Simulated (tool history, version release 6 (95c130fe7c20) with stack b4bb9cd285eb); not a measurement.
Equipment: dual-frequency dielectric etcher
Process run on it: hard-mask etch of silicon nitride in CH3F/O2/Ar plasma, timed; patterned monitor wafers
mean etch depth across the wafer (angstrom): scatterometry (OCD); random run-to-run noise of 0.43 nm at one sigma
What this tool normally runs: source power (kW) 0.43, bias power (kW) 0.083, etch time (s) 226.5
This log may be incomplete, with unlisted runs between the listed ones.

run    hour  source power (kW)  bias power (kW)  etch time (s)  read-back reference wafer on the same gauge, depth_nm  mean etch depth across the wafer (angstrom)
  1       0               0.43            0.083          226.5                                                  166.8                                         1703
  2    72.9               0.43            0.083          226.5                                                  166.9                                         1696
  3   159.2               0.43            0.083          226.5                                                  166.9                                         1709
  4   215.4               0.43            0.083          226.5                                                  166.8                                         1694
  5   368.5               0.43            0.083          270.5                                                    167                                         2032
      397.7  -- wet clean of the chamber
  6     445               0.43            0.083          270.5                                                  167.1                                         2030
      485.5  -- upper electrode replaced, of another model than before
        529  -- gauge calibrated
  7   539.8               0.43            0.083          176.5                                                    167                                         1323
        591  -- bias power generator calibrated
  8   640.2               0.43            0.083          176.5                                                    167                                         1323
  9     744               0.47            0.099            173                                                  167.2                                         1510
 10   850.4               0.43            0.083          284.5                                                  166.8                                         2138
 11     896               0.43            0.083          226.5                                                    167                                         1702
      929.9  -- source power generator calibrated
 12     964               0.43            0.083          226.5                                                  167.1                                         1681
 13  1055.2               0.53            0.083            167                                                    167                                         1354
     1139.8  -- wet clean of the chamber
 14  1140.3               0.43            0.083          226.5                                                    167                                         1683
 15    1218               0.43            0.083          226.5                                                  167.1                                         1676
 16  1265.5               0.35            0.099          181.5                                                  167.1                                         1373
 17  1330.9               0.43            0.083          226.5                                                  166.9                                         1678
 18  1480.8               0.35            0.095            196                                                    167                                         1448
 19  1526.8               0.43            0.083          165.5                                                  166.8                                         1231
 20  1592.8               0.34            0.073            172                                                  167.2                                         1055
 21  1698.5               0.53            0.083            187                                                  167.1                                         1519
 22  1788.4               0.36            0.102            170                                                  167.1                                         1330
 23  1861.3               0.43            0.083          226.5                                                  167.1                                         1684
     1900.9  -- wet clean of the chamber
 24  1959.9               0.53            0.075          226.5                                                  166.9                                         1728
 25  2050.5               0.48             0.07            179                                                  167.1                                         1247
 26  2147.3               0.39            0.083          226.5                                                  166.9                                         1611
 27  2236.1                0.4            0.093          208.5                                                  167.2                                         1626
 28  2301.4               0.43            0.083          226.5                                                    167                                         1685
 29  2354.8               0.33            0.083          226.5                                                  167.1                                         1505

For each run, what was the tool's unlogged condition?
etch rate over this chamber's usual, %: 0 across all the runs
bias power that arrives over what is set, %: 0 across all the runs
gauge reads high (%): 0 across all the runs
H1: source power that arrives over what is set, %
run      H1
  1    2.53
  2    2.61
  3    2.71
  4    2.77
  5    2.93
  6    3.01
  7    3.12
  8    3.22
  9    3.33
 10    3.45
 11     3.5
 12  0.0645
 13   0.163
 14   0.254
 15   0.338
 16   0.389
 17   0.459
 18    0.62
 19    0.67
 20   0.741
 21   0.854
 22   0.951
 23    1.03
 24    1.14
 25    1.23
 26    1.34
 27    1.43
 28     1.5
 29    1.56
